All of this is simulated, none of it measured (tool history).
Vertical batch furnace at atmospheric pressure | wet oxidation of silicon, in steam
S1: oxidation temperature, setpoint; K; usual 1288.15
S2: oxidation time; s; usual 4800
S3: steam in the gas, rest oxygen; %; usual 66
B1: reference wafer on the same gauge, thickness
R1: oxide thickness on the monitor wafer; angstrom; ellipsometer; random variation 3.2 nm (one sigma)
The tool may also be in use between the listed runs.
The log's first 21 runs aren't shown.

{"run": 22, "hour": 1240.5, "S1": 1288.15, "S2": 4800, "S3": 66, "B1": 614.15, "R1": 5841}
{"run": 23, "hour": 1265.2, "S1": 1288.15, "S2": 6930, "S3": 66, "B1": 613.79, "R1": 7173.9}
{"run": 24, "hour": 1307.4, "S1": 1300.15, "S2": 6030, "S3": 66, "B1": 614.73, "R1": 6989.5}
{"run": 25, "hour": 1363.9, "S1": 1288.15, "S2": 4800, "S3": 75, "B1": 616.32, "R1": 6223.6}
{"run": 26, "hour": 1404.0, "S1": 1288.15, "S2": 3900, "S3": 72, "B1": 616.07, "R1": 5410.2}
{"run": 27, "hour": 1436.7, "S1": 1312.15, "S2": 6870, "S3": 66, "B1": 614.1, "R1": 7943.3}
{"run": 28, "hour": 1506.2, "S1": 1288.15, "S2": 3000, "S3": 66, "B1": 614.21, "R1": 4355.7}
{"run": 29, "hour": 1568.1, "S1": 1281.15, "S2": 3420, "S3": 66, "B1": 614.28, "R1": 4501.6}
{"run": 30, "hour": 1609.8, "S1": 1300.15, "S2": 6030, "S3": 66, "B1": 615.01, "R1": 6971.9}
{"run": 31, "hour": 1667.3, "S1": 1288.15, "S2": 4800, "S3": 78, "B1": 615.96, "R1": 6398.5}
{"run": 32, "hour": 1725.5, "S1": 1288.15, "S2": 2790, "S3": 76, "B1": 616.42, "R1": 4539.5}
{"run": 33, "hour": 1756.2, "S1": 1288.15, "S2": 4800, "S3": 66, "B1": 615.2, "R1": 5790}
{"run": 34, "hour": 1810.9, "S1": 1288.15, "S2": 4800, "S3": 66, "B1": 615.41, "R1": 5751.2}
{"run": 35, "hour": 1871.1, "S1": 1288.15, "S2": 4800, "S3": 60, "B1": 615.14, "R1": 5473.2}
{"run": 36, "hour": 1911.5, "S1": 1288.15, "S2": 4800, "S3": 66, "B1": 614.53, "R1": 5731.5}

Forecast each of these 5 alternatives for the next run:
{"run": "A", "hour": 1917.4, "S1": 1288.15, "S2": 4800, "S3": 66, "B1": "?", "R1": "?"}
{"run": "B", "hour": 1917.4, "S1": 1288.15, "S2": 5550, "S3": 66, "B1": "?", "R1": "?"}
{"run": "C", "hour": 1917.4, "S1": 1302.15, "S2": 3450, "S3": 60, "B1": "?", "R1": "?"}
{"run": "D", "hour": 1917.4, "S1": 1266.15, "S2": 6870, "S3": 73, "B1": "?", "R1": "?"}
{"run": "E", "hour": 1917.4, "S1": 1288.15, "S2": 3210, "S3": 78, "B1": "?", "R1": "?"}

run=A B1=615.75 R1=5720.3
run=B B1=615.75 R1=6231.1
run=C B1=615.75 R1=4770.6
run=D B1=615.75 R1=6713.1
run=E B1=615.75 R1=4971.4
Without the tool's hidden state the same runs would have given:
run=A R1=5802.7
run=B R1=6320
run=C R1=4839.5
run=D R1=6810.5
run=E R1=5044.1
